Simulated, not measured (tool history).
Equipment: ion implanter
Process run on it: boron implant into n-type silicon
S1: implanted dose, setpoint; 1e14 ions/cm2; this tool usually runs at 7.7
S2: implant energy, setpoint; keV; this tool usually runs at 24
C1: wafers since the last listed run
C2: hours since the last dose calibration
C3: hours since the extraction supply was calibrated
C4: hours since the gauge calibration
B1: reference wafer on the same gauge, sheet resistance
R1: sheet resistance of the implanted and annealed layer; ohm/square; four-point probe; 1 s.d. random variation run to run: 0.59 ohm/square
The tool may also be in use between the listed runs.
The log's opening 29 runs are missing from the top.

| run | hour | S1 | S2 | C1 | C2 | C3 | C4 | B1 | R1 |
|---|---|---|---|---|---|---|---|---|---|
| 30 | 790.5 | 5.6 | 18.5 | 955 | 246.9 | 378.9 | 306.5 | 143.15 | 208.77 |
| 31 | 803.5 | 7.7 | 24 | 257 | 259.9 | 391.9 | 319.5 | 142.97 | 156.99 |
| 32 | 830.2 | 7.7 | 24 | 529 | 286.6 | 418.6 | 346.2 | 143.15 | 156.39 |
| 33 | 859.7 | 7.7 | 24 | 584 | 316.1 | 448.1 | 375.7 | 143.02 | 157.12 |
| 34 | 888.4 | 7.7 | 24 | 569 | 344.8 | 476.8 | 404.4 | 143.05 | 156.84 |
| 35 | 923.2 | 8.61 | 30 | 690 | 379.6 | 511.6 | 439.2 | 143.08 | 141.32 |
| 36 | 945 | 5.77 | 26.5 | 432 | 401.4 | 533.4 | 461 | 143.05 | 196.17 |
| 37 | 970 | 5.46 | 19 | 495 | 426.4 | 558.4 | 486 | 143.12 | 210.63 |
| 38 | 1000.4 | 5.77 | 26.5 | 602 | 456.8 | 588.8 | 516.4 | 143.09 | 195.99 |

Alternative continuations, all from the tool just after run 38; predict every row:
| A | 1000.8 | 7.7 | 20.5 | 7 | 457.2 | 589.2 | 516.8 | ? | ? |
| B | 1000.8 | 8.72 | 24 | 7 | 457.2 | 589.2 | 516.8 | ? | ? |
| C | 1000.8 | 9.11 | 29 | 7 | 457.2 | 589.2 | 516.8 | ? | ? |

| run | B1 | R1 |
|---|---|---|
| A | 143.02 | 158.24 |
| B | 143.02 | 141.25 |
| C | 143.02 | 134.62 |
With the hidden condition removed and each run's random variation left untouched, the same runs would have given:
| run | R1 |
|---|---|
| A | 160.63 |
| B | 143.36 |
| C | 136.63 |
